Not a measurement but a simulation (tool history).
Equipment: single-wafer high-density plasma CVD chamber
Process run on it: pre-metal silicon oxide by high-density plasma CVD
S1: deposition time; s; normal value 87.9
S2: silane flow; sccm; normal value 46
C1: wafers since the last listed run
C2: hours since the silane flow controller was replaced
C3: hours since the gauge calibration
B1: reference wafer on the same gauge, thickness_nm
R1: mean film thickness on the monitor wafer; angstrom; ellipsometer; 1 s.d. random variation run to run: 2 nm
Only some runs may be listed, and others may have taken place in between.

Run 1, hour 0: usual settings but S2 43 sccm; C1 0; C2 4129.3; C3 61; B1 392.484. Result: R1 3785.08 angstrom.
Run 2, hour 27: usual settings but S2 43 sccm; C1 471; C2 4156.3; C3 88; B1 391.824. Result: R1 3776.04 angstrom.
Run 3, hour 59: usual settings but S2 43 sccm; C1 558; C2 4188.3; C3 120; B1 393.464. Result: R1 3791.79 angstrom.
Run 4, hour 125.9: usual settings but S2 51 sccm; C1 1167; C2 4255.2; C3 186.9; B1 394.244. Result: R1 4265.77 angstrom.
Run 5, hour 153: usual settings but S1 95.8 s, S2 42 sccm; C1 473; C2 4282.3; C3 214; B1 394.729. Result: R1 4064.1 angstrom.
Run 6, hour 217.6: usual settings; C1 1127; C2 4346.9; C3 278.6; B1 395.778. Result: R1 4023.68 angstrom.
Run 7, hour 259: usual settings; C1 722; C2 4388.3; C3 320; B1 396.388. Result: R1 4037.88 angstrom.
Run 8, hour 284.9: usual settings but S1 81.6 s, S2 41 sccm; C1 452; C2 4414.2; C3 345.9; B1 397.483. Result: R1 3410.05 angstrom.
Run 9, hour 347.4: usual settings; C1 1090; C2 4476.7; C3 408.4; B1 397.639. Result: R1 4029.07 angstrom.
Run 10, hour 380.1: usual settings but S2 53 sccm; C1 570; C2 4509.4; C3 441.1; B1 398.403. Result: R1 4457.11 angstrom.
At hour 403.1: silane flow controller replaced.
Run 11, hour 408.1: usual settings but S1 92.9 s, S2 49 sccm; C1 349; C2 5; C3 469.1; B1 398.48. Result: R1 4496.43 angstrom.
Run 12, hour 446.5: usual settings; C1 670; C2 43.4; C3 507.5; B1 399.746. Result: R1 4057.79 angstrom.
Run 13, hour 479.8: usual settings but S1 77.3 s; C1 581; C2 76.7; C3 540.8; B1 399.939. Result: R1 3557.51 angstrom.
Run 14, hour 521.9: usual settings but S1 72.7 s, S2 43 sccm; C1 734; C2 118.8; C3 582.9; B1 400.423. Result: R1 3213.4 angstrom.
Run 15, hour 557: usual settings but S1 93.8 s, S2 52 sccm; C1 612; C2 153.9; C3 618; B1 400.99. Result: R1 4730.4 angstrom.
At hour 575.6: gauge calibrated.
Run 16, hour 598.1: usual settings; C1 717; C2 195; C3 22.5; B1 392.186. Result: R1 3952.76 angstrom.
Run 17, hour 629.8: usual settings but S2 37 sccm; C1 553; C2 226.7; C3 54.2; B1 392.055. Result: R1 3417.19 angstrom.
Run 18, hour 686.1: usual settings but S1 76.6 s, S2 42 sccm; C1 982; C2 283; C3 110.5; B1 393.188. Result: R1 3247.91 angstrom.
Run 19, hour 729.7: usual settings but S1 103.9 s, S2 38 sccm; C1 761; C2 326.6; C3 154.1; B1 393.942. Result: R1 4144.16 angstrom.

Take each entry between the runs: how does the hidden state at the last listed run before it differ from the hidden state at the first listed run after it?
Logged between run 10 and run 11: silane flow controller replaced (hour 403.1)
  gauge reads high (%): 1.84 -> 1.95
  measured result minus the result with no hidden state, R1: +80.57 -> +86.13 angstrom
Logged between run 15 and run 16: gauge calibrated (hour 575.6)
  gauge reads high (%): 2.55 -> 0.2
  measured result minus the result with no hidden state, R1: +117.56 -> +7.88 angstrom
